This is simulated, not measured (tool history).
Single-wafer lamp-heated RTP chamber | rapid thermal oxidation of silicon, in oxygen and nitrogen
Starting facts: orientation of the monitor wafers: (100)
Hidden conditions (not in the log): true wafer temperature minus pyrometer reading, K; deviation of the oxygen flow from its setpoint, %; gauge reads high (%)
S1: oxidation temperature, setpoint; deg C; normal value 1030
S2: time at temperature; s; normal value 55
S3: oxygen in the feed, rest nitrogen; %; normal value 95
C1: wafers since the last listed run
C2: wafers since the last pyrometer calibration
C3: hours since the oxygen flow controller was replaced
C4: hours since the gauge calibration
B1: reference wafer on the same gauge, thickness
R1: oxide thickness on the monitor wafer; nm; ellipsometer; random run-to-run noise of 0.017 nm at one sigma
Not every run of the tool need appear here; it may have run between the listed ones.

Run 1, hour 0.0: usual settings; C1 0; C2 1527; C3 1891.2; C4 246.5; B1 7.115. Result: R1 7.109 nm.
Run 2, hour 59.8: usual settings; C1 430; C2 1958; C3 1951.0; C4 306.3; B1 7.110. Result: R1 7.095 nm.
Run 3, hour 105.0: usual settings; C1 325; C2 2284; C3 1996.2; C4 351.5; B1 7.116. Result: R1 7.066 nm.
Run 4, hour 143.3: usual settings but S3 98 %; C1 276; C2 2560; C3 2034.5; C4 389.8; B1 7.112. Result: R1 7.153 nm.
Run 5, hour 208.3: usual settings but S3 98 %; C1 468; C2 3028; C3 2099.5; C4 454.8; B1 7.107. Result: R1 7.185 nm.
Run 6, hour 259.1: usual settings but S3 98 %; C1 366; C2 3394; C3 2150.3; C4 505.6; B1 7.102. Result: R1 7.200 nm.
Run 7, hour 327.6: usual settings; C1 493; C2 3888; C3 2218.8; C4 574.1; B1 7.109. Result: R1 7.095 nm.
Run 8, hour 354.8: usual settings; C1 196; C2 4084; C3 2246.0; C4 601.3; B1 7.110. Result: R1 7.128 nm.
Run 9, hour 387.1: usual settings; C1 232; C2 4316; C3 2278.3; C4 633.6; B1 7.103. Result: R1 7.135 nm.
Run 10, hour 452.0: usual settings; C1 467; C2 4784; C3 2343.2; C4 698.5; B1 7.101. Result: R1 7.157 nm.
At hour 467.4: pyrometer window cleaned and pyrometer calibrated.
Run 11, hour 626.8: usual settings; C1 1202; C2 1148; C3 2518.0; C4 873.3; B1 7.119. Result: R1 7.247 nm.
Run 12, hour 691.6: usual settings; C1 466; C2 1615; C3 2582.8; C4 938.1; B1 7.106. Result: R1 7.225 nm.
Run 13, hour 731.9: usual settings but S1 1042 deg C; C1 290; C2 1905; C3 2623.1; C4 978.4; B1 7.110. Result: R1 7.853 nm.
At hour 758.4: oxygen flow controller replaced.
Run 14, hour 785.3: usual settings but S1 1042 deg C; C1 327; C2 2233; C3 26.9; C4 1031.8; B1 7.112. Result: R1 7.874 nm.
Run 15, hour 823.7: usual settings but S1 1042 deg C; C1 276; C2 2509; C3 65.3; C4 1070.2; B1 7.105. Result: R1 7.878 nm.
Run 16, hour 853.7: usual settings but S1 1023 deg C; C1 216; C2 2725; C3 95.3; C4 1100.2; B1 7.113. Result: R1 6.865 nm.
At hour 867.8: gauge calibrated.
At hour 927.8: pyrometer window cleaned and pyrometer calibrated, repeated, since the last time left the tool worse.
Run 17, hour 928.3: usual settings but S1 1023 deg C; C1 479; C2 3; C3 169.9; C4 60.5; B1 7.106. Result: R1 6.697 nm.
Run 18, hour 956.1: usual settings; C1 200; C2 203; C3 197.7; C4 88.3; B1 7.110. Result: R1 7.068 nm.
Run 19, hour 993.8: usual settings; C1 271; C2 475; C3 235.4; C4 126.0; B1 7.114. Result: R1 7.068 nm.
Run 20, hour 1058.1: usual settings; C1 463; C2 938; C3 299.7; C4 190.3; B1 7.107. Result: R1 7.074 nm.
Run 21, hour 1118.6: usual settings but S1 1022 deg C, S2 34 s, S3 98 %; C1 435; C2 1374; C3 360.2; C4 250.8; B1 7.111. Result: R1 5.491 nm.
Run 22, hour 1178.6: usual settings but S1 1014 deg C, S2 41 s, S3 98 %; C1 432; C2 1807; C3 420.2; C4 310.8; B1 7.106. Result: R1 5.619 nm.
Run 23, hour 1222.6: usual settings but S1 1010 deg C; C1 317; C2 2124; C3 464.2; C4 354.8; B1 7.114. Result: R1 6.125 nm.
Run 24, hour 1257.0: usual settings but S2 46 s; C1 247; C2 2372; C3 498.6; C4 389.2; B1 7.114. Result: R1 6.544 nm.
Run 25, hour 1286.5: usual settings but S1 1011 deg C; C1 212; C2 2584; C3 528.1; C4 418.7; B1 7.113. Result: R1 6.176 nm.
Run 26, hour 1348.4: usual settings but S1 1009 deg C, S2 65 s, S3 70 %; C1 446; C2 3030; C3 590.0; C4 480.6; B1 7.105. Result: R1 5.913 nm.
Run 27, hour 1387.1: usual settings; C1 278; C2 3309; C3 628.7; C4 519.3; B1 7.106. Result: R1 7.091 nm.
Run 28, hour 1445.7: usual settings but S1 1021 deg C; C1 422; C2 3732; C3 687.3; C4 577.9; B1 7.106. Result: R1 6.642 nm.
Run 29, hour 1477.6: usual settings but S3 77 %; C1 229; C2 3962; C3 719.2; C4 609.8; B1 7.107. Result: R1 6.616 nm.
At hour 1489.7: pyrometer window cleaned and pyrometer calibrated.
Run 30, hour 1538.2: usual settings but S1 1050 deg C, S2 42 s, S3 98 %; C1 379; C2 349; C3 779.8; C4 670.4; B1 7.115. Result: R1 7.257 nm.
Run 31, hour 1603.7: usual settings; C1 472; C2 821; C3 845.3; C4 735.9; B1 7.110. Result: R1 7.041 nm.
Run 32, hour 1668.0: usual settings but S2 70 s; C1 463; C2 1284; C3 909.6; C4 800.2; B1 7.105. Result: R1 7.859 nm.
Run 33, hour 1703.5: usual settings; C1 255; C2 1540; C3 945.1; C4 835.7; B1 7.107. Result: R1 7.057 nm.
Run 34, hour 1751.0: usual settings; C1 342; C2 1882; C3 992.6; C4 883.2; B1 7.107. Result: R1 7.059 nm.
Run 35, hour 1788.7: usual settings but S1 1042 deg C, S3 82 %; C1 271; C2 2154; C3 1030.3; C4 920.9; B1 7.111. Result: R1 7.298 nm.
Run 36, hour 1815.6: usual settings but S1 1011 deg C, S2 40 s, S3 98 %; C1 193; C2 2348; C3 1057.2; C4 947.8; B1 7.113. Result: R1 5.429 nm.
Run 37, hour 1846.7: usual settings but S1 1044 deg C; C1 224; C2 2572; C3 1088.3; C4 978.9; B1 7.110. Result: R1 7.791 nm.
Run 38, hour 1916.1: usual settings but S1 1038 deg C; C1 500; C2 3072; C3 1157.7; C4 1048.3; B1 7.105. Result: R1 7.520 nm.
Run 39, hour 1953.0: usual settings but S1 1014 deg C, S2 41 s, S3 98 %; C1 265; C2 3338; C3 1194.6; C4 1085.2; B1 7.105. Result: R1 5.623 nm.

Measured result minus the same run's result without the hidden state. Both carry the same run-to-run variation, though not necessarily the same gauge scatter:
run      R1
  1  +0.016
  2  +0.021
  3  +0.026
  4  +0.032
  5  +0.042
  6  +0.051
  7  +0.063
  8  +0.070
  9  +0.078
 10  +0.094
 11  +0.174
 12  +0.179
 13  +0.195
 14  +0.202
 15  +0.208
 16  +0.190
 17  +0.001
 18  +0.000
 19  +0.001
 20  +0.004
 21  +0.006
 22  +0.011
 23  +0.015
 24  +0.020
 25  +0.023
 26  +0.030
 27  +0.042
 28  +0.050
 29  +0.056
 30  +0.001
 31  +0.004
 32  +0.008
 33  +0.010
 34  +0.015
 35  +0.018
 36  +0.017
 37  +0.028
 38  +0.039
 39  +0.034
